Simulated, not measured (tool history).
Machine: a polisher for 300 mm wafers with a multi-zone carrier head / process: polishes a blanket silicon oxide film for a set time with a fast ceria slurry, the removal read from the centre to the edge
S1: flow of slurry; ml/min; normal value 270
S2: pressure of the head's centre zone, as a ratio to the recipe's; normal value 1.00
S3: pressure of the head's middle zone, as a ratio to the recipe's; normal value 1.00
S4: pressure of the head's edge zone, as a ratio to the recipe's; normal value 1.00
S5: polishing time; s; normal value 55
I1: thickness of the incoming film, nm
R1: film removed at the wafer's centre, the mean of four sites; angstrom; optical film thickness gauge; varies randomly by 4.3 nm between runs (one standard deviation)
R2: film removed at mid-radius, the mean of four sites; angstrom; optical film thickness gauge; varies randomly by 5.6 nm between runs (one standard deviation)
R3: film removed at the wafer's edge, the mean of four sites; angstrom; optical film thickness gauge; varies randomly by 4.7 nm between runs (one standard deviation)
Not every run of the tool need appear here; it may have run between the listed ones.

run 1 hour=0.0 | S1=270 S2=1.00 S3=1.00 S4=1.00 S5=55 | I1=2510.4 | R1=7017 R2=6168 R3=6253
-- hour=67.6 worn pad replaced by a new one
-- hour=88.1 carrier head's membrane replaced by a new one
run 2 hour=92.4 | S1=270 S2=1.00 S3=1.00 S4=1.00 S5=55 | I1=2537.0 | R1=7015 R2=6290 R3=6387
-- hour=122.6 slurry nozzle cleaned
run 3 hour=189.0 | S1=270 S2=1.00 S3=1.00 S4=1.00 S5=55 | I1=2582.9 | R1=7007 R2=6139 R3=6262
-- hour=192.7 edge zone pressure recalibrated
run 4 hour=235.9 | S1=270 S2=1.00 S3=1.00 S4=0.94 S5=55 | I1=2587.7 | R1=7108 R2=6192 R3=6122
run 5 hour=320.8 | S1=270 S2=1.00 S3=1.00 S4=1.00 S5=55 | I1=2532.6 | R1=7002 R2=6193 R3=6216
run 6 hour=357.7 | S1=270 S2=0.95 S3=1.10 S4=1.00 S5=68 | I1=2574.0 | R1=8337 R2=8347 R3=7698
-- hour=438.8 centre zone pressure recalibrated
run 7 hour=462.6 | S1=355 S2=1.00 S3=0.93 S4=1.05 S5=45 | I1=2534.1 | R1=5340 R2=4878 R3=5345
run 8 hour=517.4 | S1=335 S2=0.95 S3=1.00 S4=0.91 S5=42 | I1=2541.0 | R1=4772 R2=4864 R3=4667
run 9 hour=597.9 | S1=270 S2=1.00 S3=1.00 S4=1.00 S5=55 | I1=2572.5 | R1=6581 R2=6252 R3=6351
-- hour=641.6 worn pad replaced by a new one
run 10 hour=669.6 | S1=270 S2=1.00 S3=1.00 S4=1.00 S5=55 | I1=2565.6 | R1=6580 R2=6226 R3=6349
-- hour=683.8 slurry nozzle cleaned
run 11 hour=722.3 | S1=270 S2=1.11 S3=1.00 S4=0.90 S5=55 | I1=2579.1 | R1=7348 R2=6321 R3=6061
run 12 hour=774.4 | S1=270 S2=0.90 S3=1.00 S4=0.88 S5=55 | I1=2536.5 | R1=6052 R2=6157 R3=6012
-- hour=800.6 edge zone pressure recalibrated
run 13 hour=824.1 | S1=270 S2=1.00 S3=1.00 S4=1.00 S5=55 | I1=2554.5 | R1=6741 R2=6217 R3=6318
run 14 hour=867.9 | S1=200 S2=0.97 S3=0.95 S4=1.08 S5=55 | I1=2608.4 | R1=6337 R2=5766 R3=6415
run 15 hour=969.0 | S1=270 S2=1.00 S3=1.00 S4=1.06 S5=71 | I1=2580.7 | R1=8835 R2=7939 R3=8330
-- hour=1027.7 carrier head's membrane replaced by a new one
run 16 hour=1035.6 | S1=270 S2=1.00 S3=1.00 S4=0.95 S5=55 | I1=2571.3 | R1=6762 R2=6284 R3=6266

What does the tool deliver on the next run?
-- hour=1126.7 slurry nozzle cleaned
run 17 hour=1197.2 | S1=270 S2=0.89 S3=1.00 S4=1.00 S5=55 | I1=2555.0 | R1=? R2=? R3=?

R1: 6152 angstrom
R2: 6259 angstrom
R3: 6355 angstrom
Were there no unlogged condition in the tool, this run, its random variation unchanged, would have produced R1 5655 angstrom, R2 6262 angstrom, R3 6355 angstrom.

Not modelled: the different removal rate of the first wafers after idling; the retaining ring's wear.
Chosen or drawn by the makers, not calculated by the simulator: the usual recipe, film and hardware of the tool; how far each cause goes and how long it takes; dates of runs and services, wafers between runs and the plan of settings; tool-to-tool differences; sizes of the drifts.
